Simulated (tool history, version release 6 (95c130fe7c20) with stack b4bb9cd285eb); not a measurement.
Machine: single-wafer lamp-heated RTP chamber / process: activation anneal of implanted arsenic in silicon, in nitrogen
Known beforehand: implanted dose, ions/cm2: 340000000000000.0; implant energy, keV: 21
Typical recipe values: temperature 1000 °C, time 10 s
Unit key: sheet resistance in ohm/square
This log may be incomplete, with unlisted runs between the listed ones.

run,hour,temperature,time,wafers since the last listed run,wafers since the last pyrometer calibration,wafers since the reflector plate was cleaned,hours since the gauge calibration,"read-back reference wafer on the same gauge, sheet resistance",sheet resistance
1,0,1000,10,0,3705,11713,1810.5,300.12,260.94
2,41,1000,10,394,4099,12108,1851.5,299.91,261.83
# hour 130.8: pyrometer window cleaned and pyrometer calibrated
# hour 136.7: reflector plate cleaned
3,137.2,984,10,790,4,4,1947.7,300.09,262.78
4,196.3,984,10,568,572,572,2006.8,299.93,262.2
5,287.9,1012,12,880,1453,1453,2098.4,299.77,260.11
6,341.2,1012,12,512,1966,1966,2151.7,299.86,259.79
7,386.6,1012,12,436,2402,2402,2197.1,299.96,259.03
8,435.1,1016,7,466,2869,2869,2245.6,300.01,261.38
9,534.4,1000,10,954,3824,3824,2344.9,299.78,261.51
10,614.9,1000,10,774,4598,4598,2425.4,299.95,261.93
11,723.5,1000,10,1044,5642,5642,2534,299.57,261.12
# hour 737.1: pyrometer window cleaned and pyrometer calibrated
12,822.3,1000,10,873,818,6515,2632.8,299.72,261.12
13,899.3,1000,10,740,1559,7256,2709.8,299.67,261
14,948,1000,10,468,2027,7724,2758.5,299.68,260.93
15,1183.9,1017,10,2268,4296,9993,2994.4,299.49,259.91
16,1225,1017,10,395,4691,10388,3035.5,299.67,259.9
# hour 1261.2: pyrometer window cleaned and pyrometer calibrated
17,1265.6,1000,10,313,42,10701,3076.1,299.69,260.85
18,1340.6,1022,7,721,763,11422,3151.1,299.58,260.51
# hour 1404: gauge calibrated
19,1415.6,1027,10,721,1484,12144,11.6,302.44,260.96
20,1499.2,1000,13,803,2288,12948,95.2,302.22,261.94
21,1594.1,1024,10,912,3201,13860,190.1,301.8,261.35
22,1640.3,1022,10,444,3645,14305,236.3,301.55,261.74
23,1719.9,1000,10,765,4411,15070,315.9,301.48,262.84
# hour 1754.8: reflector plate cleaned
# hour 1799.4: pyrometer window cleaned and pyrometer calibrated
24,1822.1,981,6,828,218,569,418.1,300.82,265.37
25,1929.2,1000,10,1029,1248,1599,525.2,300.65,262.06
26,1996.3,1000,8,645,1893,2245,592.3,300.5,262.82
27,2092,1000,10,920,2814,3165,688,300.48,261.09
28,2153.1,1010,10,587,3401,3752,749.1,300.3,260.26
29,2216.9,1000,10,613,4015,4366,812.9,300.34,261.1
30,2270.5,1015,13,515,4530,4881,866.5,300.02,258.99
31,2308.9,1026,4,369,4899,5251,904.9,299.93,263.1
# hour 2319: pyrometer window cleaned and pyrometer calibrated
32,2384.8,978,13,652,632,5904,980.8,299.76,261.97
33,2476.8,992,14,884,1517,6788,1072.8,299.89,260.26
34,2537,988,15,578,2096,7367,1133,299.59,259.74
35,2655.6,973,14,1140,3236,8508,1251.6,299.27,261.38

Below are 5 alternative next runs, each starting from the tool's condition after run 35. Predict each:
A,2656,1000,10,3,3240,8512,1252,?,?
B,2656,985,5,3,3240,8512,1252,?,?
C,2656,973,7,3,3240,8512,1252,?,?
D,2656,1025,15,3,3240,8512,1252,?,?
E,2656,1000,14,3,3240,8512,1252,?,?

run,"read-back reference wafer on the same gauge, sheet resistance",sheet resistance
A,299.42,261.1
B,299.42,264.27
C,299.42,263.75
D,299.42,257.31
E,299.42,259.86
Take away the tool's hidden state, keep each run's random variation, and the runs would have read:
run,sheet resistance
A,264.14
B,267.34
C,266.82
D,260.31
E,262.89
